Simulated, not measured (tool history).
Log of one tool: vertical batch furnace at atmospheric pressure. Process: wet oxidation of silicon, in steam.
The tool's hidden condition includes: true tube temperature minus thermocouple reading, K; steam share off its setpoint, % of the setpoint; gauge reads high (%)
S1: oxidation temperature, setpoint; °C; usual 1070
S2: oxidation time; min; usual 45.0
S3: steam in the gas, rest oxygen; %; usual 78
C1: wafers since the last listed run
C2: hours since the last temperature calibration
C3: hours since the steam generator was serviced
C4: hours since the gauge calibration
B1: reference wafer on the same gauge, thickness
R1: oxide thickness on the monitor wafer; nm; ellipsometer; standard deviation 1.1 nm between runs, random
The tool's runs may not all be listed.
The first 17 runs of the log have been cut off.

run	hour	S1	S2	S3	C1	C2	C3	C4	B1	R1
18	498.2	1070	45.0	78	381	3322.9	187.2	125.0	468.16	446.28
19	518.0	1070	45.0	78	433	3342.7	207.0	144.8	468.29	449.41
20	542.1	1070	61.0	78	527	3366.8	231.1	168.9	467.30	538.38
21	577.1	1070	45.0	78	766	3401.8	266.1	203.9	468.43	448.78
22	601.6	1090	45.0	84	536	3426.3	290.6	228.4	467.49	514.59
# hour 650.5: thermocouples replaced and temperature profile calibrated
23	651.0	1070	45.0	78	556	0.5	340.0	277.8	467.61	448.72
24	669.2	1087	53.5	85	398	18.7	358.2	296.0	468.06	566.32
25	693.9	1055	45.0	82	541	43.4	382.9	320.7	467.96	425.12
26	718.3	1050	28.5	83	534	67.8	407.3	345.1	467.65	310.63
27	734.2	1055	45.0	82	348	83.7	423.2	361.0	467.69	426.15
28	763.8	1083	45.0	78	648	113.3	452.8	390.6	468.70	476.38
29	782.8	1070	45.0	83	416	132.3	471.8	409.6	467.97	464.44

The next listed run, before its measurement:
30	799.6	1083	45.0	78	368	149.1	488.6	426.4	?	?

Run 30 yielded B1 467.72, R1 476.60 nm.
Were there no unlogged condition in the tool, this run, its random variation unchanged, would have produced R1 477.66 nm.
